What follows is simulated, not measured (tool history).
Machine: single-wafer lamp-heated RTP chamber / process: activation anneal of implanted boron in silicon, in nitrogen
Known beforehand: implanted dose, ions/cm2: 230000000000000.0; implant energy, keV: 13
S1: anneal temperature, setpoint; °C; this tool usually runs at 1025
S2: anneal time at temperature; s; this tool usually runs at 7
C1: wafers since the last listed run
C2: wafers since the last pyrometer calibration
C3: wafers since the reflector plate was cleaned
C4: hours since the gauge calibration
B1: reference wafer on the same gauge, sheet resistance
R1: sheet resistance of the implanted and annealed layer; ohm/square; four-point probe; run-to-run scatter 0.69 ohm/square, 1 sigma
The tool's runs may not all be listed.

{"run": 1, "hour": 0.0, "S1": 1025, "S2": 7, "C1": 0, "C2": 8451, "C3": 10780, "C4": 86.1, "B1": 419.35, "R1": 464.78}
{"run": 2, "hour": 66.4, "S1": 1025, "S2": 5, "C1": 1455, "C2": 9906, "C3": 12235, "C4": 152.5, "B1": 419.71, "R1": 463.66}
{"hour": 100.0, "done": "pyrometer window cleaned and pyrometer calibrated"}
{"hour": 129.2, "done": "reflector plate cleaned"}
{"run": 3, "hour": 163.1, "S1": 1014, "S2": 7, "C1": 1768, "C2": 1208, "C3": 743, "C4": 249.2, "B1": 419.74, "R1": 465.92}
{"run": 4, "hour": 199.4, "S1": 1014, "S2": 7, "C1": 795, "C2": 2004, "C3": 1538, "C4": 285.5, "B1": 419.9, "R1": 464.76}
{"run": 5, "hour": 292.5, "S1": 1025, "S2": 7, "C1": 2040, "C2": 4044, "C3": 3579, "C4": 378.6, "B1": 420.29, "R1": 465.78}
{"run": 6, "hour": 350.9, "S1": 1025, "S2": 7, "C1": 1279, "C2": 5324, "C3": 4858, "C4": 437, "B1": 420.36, "R1": 464.34}
{"run": 7, "hour": 427.9, "S1": 1025, "S2": 7, "C1": 1687, "C2": 7011, "C3": 6546, "C4": 514, "B1": 420.52, "R1": 464.16}
{"run": 8, "hour": 468.9, "S1": 1025, "S2": 8, "C1": 898, "C2": 7910, "C3": 7444, "C4": 555, "B1": 420.5, "R1": 464.19}
{"run": 9, "hour": 529.1, "S1": 1025, "S2": 8, "C1": 1319, "C2": 9229, "C3": 8764, "C4": 615.2, "B1": 420.79, "R1": 465.4}
{"hour": 540.4, "done": "pyrometer window cleaned and pyrometer calibrated"}
{"run": 10, "hour": 601.1, "S1": 1025, "S2": 7, "C1": 1402, "C2": 1330, "C3": 10166, "C4": 687.2, "B1": 421.01, "R1": 465.31}
{"run": 11, "hour": 639.4, "S1": 1025, "S2": 7, "C1": 839, "C2": 2169, "C3": 11006, "C4": 725.5, "B1": 421.2, "R1": 464.69}
{"run": 12, "hour": 715.4, "S1": 1025, "S2": 7, "C1": 1665, "C2": 3835, "C3": 12671, "C4": 801.5, "B1": 421.22, "R1": 466.43}
{"hour": 793.1, "done": "reflector plate cleaned"}
{"run": 13, "hour": 812.2, "S1": 1025, "S2": 4, "C1": 1946, "C2": 5781, "C3": 419, "C4": 898.3, "B1": 421.52, "R1": 468.23}
{"run": 14, "hour": 853.9, "S1": 1025, "S2": 4, "C1": 913, "C2": 6695, "C3": 1333, "C4": 940, "B1": 421.67, "R1": 467.05}
{"run": 15, "hour": 894.2, "S1": 1025, "S2": 9, "C1": 883, "C2": 7578, "C3": 2216, "C4": 980.3, "B1": 421.75, "R1": 466.6}
{"run": 16, "hour": 935.1, "S1": 1025, "S2": 9, "C1": 896, "C2": 8475, "C3": 3112, "C4": 1021.2, "B1": 421.84, "R1": 465}
{"hour": 961.4, "done": "pyrometer window cleaned and pyrometer calibrated"}
{"run": 17, "hour": 1126.5, "S1": 1025, "S2": 6, "C1": 4019, "C2": 3617, "C3": 7132, "C4": 1212.6, "B1": 422.21, "R1": 469.05}
{"run": 18, "hour": 1165.4, "S1": 1004, "S2": 5, "C1": 852, "C2": 4470, "C3": 7984, "C4": 1251.5, "B1": 422.52, "R1": 473.75}
{"hour": 1203.4, "done": "gauge calibrated"}
{"run": 19, "hour": 1235.3, "S1": 1055, "S2": 7, "C1": 1531, "C2": 6002, "C3": 9516, "C4": 31.9, "B1": 418.68, "R1": 460.64}
{"run": 20, "hour": 1305.6, "S1": 1025, "S2": 7, "C1": 1540, "C2": 7542, "C3": 11057, "C4": 102.2, "B1": 418.98, "R1": 463.61}
{"run": 21, "hour": 1346.3, "S1": 1044, "S2": 3, "C1": 891, "C2": 8434, "C3": 11949, "C4": 142.9, "B1": 418.93, "R1": 463.69}
{"hour": 1375.5, "done": "pyrometer window cleaned and pyrometer calibrated"}
{"run": 22, "hour": 1397.4, "S1": 1042, "S2": 3, "C1": 944, "C2": 480, "C3": 12893, "C4": 194, "B1": 419.22, "R1": 462.39}
{"run": 23, "hour": 1435.0, "S1": 1041, "S2": 9, "C1": 824, "C2": 1304, "C3": 13717, "C4": 231.6, "B1": 419.21, "R1": 461.48}
{"hour": 1455.9, "done": "reflector plate cleaned"}
{"run": 24, "hour": 1516.0, "S1": 1047, "S2": 10, "C1": 1599, "C2": 2903, "C3": 1317, "C4": 312.6, "B1": 419.39, "R1": 460.03}
{"run": 25, "hour": 1614.9, "S1": 1005, "S2": 7, "C1": 2167, "C2": 5071, "C3": 3484, "C4": 411.5, "B1": 419.76, "R1": 468.13}
{"run": 26, "hour": 1689.8, "S1": 1025, "S2": 10, "C1": 1641, "C2": 6712, "C3": 5126, "C4": 486.4, "B1": 419.95, "R1": 463.2}
{"run": 27, "hour": 1782.1, "S1": 1015, "S2": 8, "C1": 2022, "C2": 8735, "C3": 7148, "C4": 578.7, "B1": 420.03, "R1": 464.99}
{"hour": 1808.2, "done": "pyrometer window cleaned and pyrometer calibrated"}
{"run": 28, "hour": 1835.7, "S1": 995, "S2": 10, "C1": 999, "C2": 603, "C3": 8148, "C4": 632.3, "B1": 420.3, "R1": 472.58}
{"run": 29, "hour": 1875.7, "S1": 1025, "S2": 7, "C1": 876, "C2": 1479, "C3": 9024, "C4": 672.3, "B1": 420.46, "R1": 464.37}
{"run": 30, "hour": 1912.6, "S1": 1043, "S2": 10, "C1": 808, "C2": 2288, "C3": 9833, "C4": 709.2, "B1": 420.62, "R1": 461.23}
{"run": 31, "hour": 1949.6, "S1": 1007, "S2": 5, "C1": 810, "C2": 3099, "C3": 10644, "C4": 746.2, "B1": 420.55, "R1": 469.47}
{"hour": 1999.3, "done": "reflector plate cleaned"}
{"run": 32, "hour": 2024.7, "S1": 1043, "S2": 6, "C1": 1470, "C2": 4569, "C3": 556, "C4": 821.3, "B1": 420.76, "R1": 463.73}
{"run": 33, "hour": 2106.9, "S1": 1047, "S2": 5, "C1": 1801, "C2": 6371, "C3": 2357, "C4": 903.5, "B1": 421.06, "R1": 463.5}
{"run": 34, "hour": 2197.7, "S1": 1025, "S2": 7, "C1": 1989, "C2": 8361, "C3": 4347, "C4": 994.3, "B1": 421.19, "R1": 465.77}

Alternative continuations, all from the tool just after run 34; predict every row:
{"run": "A", "hour": 2198.1, "S1": 1025, "S2": 7, "C1": 8, "C2": 8370, "C3": 4356, "C4": 994.7, "B1": "?", "R1": "?"}
{"run": "B", "hour": 2198.1, "S1": 1035, "S2": 7, "C1": 8, "C2": 8370, "C3": 4356, "C4": 994.7, "B1": "?", "R1": "?"}
{"run": "C", "hour": 2198.1, "S1": 1016, "S2": 4, "C1": 8, "C2": 8370, "C3": 4356, "C4": 994.7, "B1": "?", "R1": "?"}
{"run": "D", "hour": 2198.1, "S1": 1044, "S2": 5, "C1": 8, "C2": 8370, "C3": 4356, "C4": 994.7, "B1": "?", "R1": "?"}
{"run": "E", "hour": 2198.1, "S1": 1053, "S2": 10, "C1": 8, "C2": 8370, "C3": 4356, "C4": 994.7, "B1": "?", "R1": "?"}

run=A B1=421.3 R1=465.42
run=B B1=421.3 R1=464.31
run=C B1=421.3 R1=468.68
run=D B1=421.3 R1=464.37
run=E B1=421.3 R1=462.51
Without the tool's hidden state the same runs would have given:
run=A R1=462.94
run=B R1=461.84
run=C R1=466.18
run=D R1=461.89
run=E R1=460.04
